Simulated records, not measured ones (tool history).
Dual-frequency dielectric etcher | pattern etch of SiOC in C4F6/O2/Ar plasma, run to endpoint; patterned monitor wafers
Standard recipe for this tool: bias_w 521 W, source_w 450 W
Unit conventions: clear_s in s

| run | hour | bias_w | source_w | incoming incoming film thickness, nm | clear_s |
|---|---|---|---|---|---|
| 1 | 0 | 521 | 450 | 26.76 | 8.3 |
| 2 | 10.8 | 521 | 450 | 26.85 | 8.3 |
| 3 | 18.7 | 521 | 450 | 26.97 | 8.3 |
| 4 | 32.6 | 521 | 450 | 26.87 | 8.3 |
| 5 | 39.7 | 521 | 450 | 27.01 | 8.3 |
| 6 | 50.7 | 521 | 450 | 26.84 | 8.3 |
| 7 | 93.1 | 521 | 450 | 26.61 | 8 |
| 8 | 107 | 521 | 450 | 26.97 | 8.1 |
| 9 | 120 | 521 | 450 | 26.98 | 8.2 |
| 10 | 158.3 | 521 | 450 | 26.91 | 8.1 |
| 11 | 158.7 | 438 | 500 | 27.06 | 8.4 |
| 12 | 160.4 | 521 | 550 | 27.03 | 7.7 |
| 13 | 170.4 | 637 | 480 | 27.07 | 7.4 |
| 14 | 180.2 | 521 | 450 | 26.98 | 8.2 |
| 15 | 189.9 | 521 | 450 | 27.07 | 8.2 |
| 16 | 199.4 | 416 | 450 | 26.76 | 8.8 |
| 17 | 206 | 399 | 530 | 26.88 | 8.6 |
| 18 | 215.7 | 521 | 450 | 27.03 | 8.2 |
| 19 | 226.9 | 521 | 390 | 27.06 | 8.5 |
| 20 | 235.4 | 416 | 500 | 27.13 | 8.7 |

Removed from this log: 4 entries logged between the listed runs. Between which two listed runs does each belong, and how does the tool's hidden state at the listed run before it compare with that at the listed run after it?
Logged between run 6 and run 7: bias power generator calibrated (hour 72); wet clean of the chamber (hour 86.3)
  etch rate over this chamber's usual, %: -2.25 -> 0.274
Logged between run 9 and run 10: upper electrode replaced (hour 153.9); source power generator calibrated (hour 157.8)
  etch rate over this chamber's usual, %: 0.115 -> -0.112
